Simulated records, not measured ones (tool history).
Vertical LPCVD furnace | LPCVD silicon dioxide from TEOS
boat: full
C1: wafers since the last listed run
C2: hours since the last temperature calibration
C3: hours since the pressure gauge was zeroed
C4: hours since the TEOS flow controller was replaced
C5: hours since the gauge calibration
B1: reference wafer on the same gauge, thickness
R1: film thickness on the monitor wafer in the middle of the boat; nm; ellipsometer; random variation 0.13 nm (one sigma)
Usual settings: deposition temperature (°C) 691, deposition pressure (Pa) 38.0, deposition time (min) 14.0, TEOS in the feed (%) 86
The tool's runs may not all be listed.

{"run": 1, "hour": 0.0, "deposition temperature (°C)": 682, "deposition pressure (Pa)": 38.0, "deposition time (min)": 17.5, "TEOS in the feed (%)": 86, "C1": 0, "C2": 1659.5, "C3": 2129.9, "C4": 3690.2, "C5": 110.8, "B1": 80.5, "R1": 96.7}
{"run": 2, "hour": 20.2, "deposition temperature (°C)": 682, "deposition pressure (Pa)": 38.0, "deposition time (min)": 17.5, "TEOS in the feed (%)": 86, "C1": 208, "C2": 1679.7, "C3": 2150.1, "C4": 3710.4, "C5": 131.0, "B1": 80.5, "R1": 96.5}
{"run": 3, "hour": 46.7, "deposition temperature (°C)": 682, "deposition pressure (Pa)": 38.0, "deposition time (min)": 17.5, "TEOS in the feed (%)": 86, "C1": 273, "C2": 1706.2, "C3": 2176.6, "C4": 3736.9, "C5": 157.5, "B1": 80.49, "R1": 96.35}
{"run": 4, "hour": 62.2, "deposition temperature (°C)": 691, "deposition pressure (Pa)": 38.0, "deposition time (min)": 14.0, "TEOS in the feed (%)": 95, "C1": 159, "C2": 1721.7, "C3": 2192.1, "C4": 3752.4, "C5": 173.0, "B1": 80.47, "R1": 100.33}
{"run": 5, "hour": 82.1, "deposition temperature (°C)": 691, "deposition pressure (Pa)": 38.0, "deposition time (min)": 14.0, "TEOS in the feed (%)": 95, "C1": 205, "C2": 1741.6, "C3": 2212.0, "C4": 3772.3, "C5": 192.9, "B1": 80.52, "R1": 100.74}
{"run": 6, "hour": 111.9, "deposition temperature (°C)": 691, "deposition pressure (Pa)": 38.0, "deposition time (min)": 14.0, "TEOS in the feed (%)": 95, "C1": 307, "C2": 1771.4, "C3": 2241.8, "C4": 3802.1, "C5": 222.7, "B1": 80.48, "R1": 100.4}
{"run": 7, "hour": 128.1, "deposition temperature (°C)": 691, "deposition pressure (Pa)": 38.0, "deposition time (min)": 16.0, "TEOS in the feed (%)": 86, "C1": 166, "C2": 1787.6, "C3": 2258.0, "C4": 3818.3, "C5": 238.9, "B1": 80.5, "R1": 109.14}
{"run": 8, "hour": 145.4, "deposition temperature (°C)": 691, "deposition pressure (Pa)": 38.0, "deposition time (min)": 16.0, "TEOS in the feed (%)": 86, "C1": 178, "C2": 1804.9, "C3": 2275.3, "C4": 3835.6, "C5": 256.2, "B1": 80.51, "R1": 109.27}
{"hour": 199.8, "done": "thermocouples replaced and temperature profile calibrated"}
{"run": 9, "hour": 200.3, "deposition temperature (°C)": 691, "deposition pressure (Pa)": 38.0, "deposition time (min)": 16.0, "TEOS in the feed (%)": 86, "C1": 318, "C2": 0.5, "C3": 2330.2, "C4": 3890.5, "C5": 311.1, "B1": 80.52, "R1": 102.44}
{"run": 10, "hour": 205.2, "deposition temperature (°C)": 691, "deposition pressure (Pa)": 42.0, "deposition time (min)": 14.0, "TEOS in the feed (%)": 95, "C1": 50, "C2": 5.4, "C3": 2335.1, "C4": 3895.4, "C5": 316.0, "B1": 80.5, "R1": 99.23}
{"hour": 218.4, "done": "gauge calibrated"}
{"run": 11, "hour": 218.6, "deposition temperature (°C)": 691, "deposition pressure (Pa)": 38.0, "deposition time (min)": 14.0, "TEOS in the feed (%)": 86, "C1": 138, "C2": 18.8, "C3": 2348.5, "C4": 3908.8, "C5": 0.2, "B1": 80.5, "R1": 89.99}
{"run": 12, "hour": 248.7, "deposition temperature (°C)": 694, "deposition pressure (Pa)": 46.7, "deposition time (min)": 14.0, "TEOS in the feed (%)": 95, "C1": 310, "C2": 48.9, "C3": 2378.6, "C4": 3938.9, "C5": 30.3, "B1": 80.5, "R1": 112.55}

The next listed run, before its measurement:
{"run": 13, "hour": 275.8, "deposition temperature (°C)": 691, "deposition pressure (Pa)": 38.0, "deposition time (min)": 14.0, "TEOS in the feed (%)": 97, "C1": 279, "C2": 76.0, "C3": 2405.7, "C4": 3966.0, "C5": 57.4, "B1": "?", "R1": "?"}

B1: 80.50
R1: 95.80 nm
Without the tool's hidden state the same run would have given R1 93.98 nm.
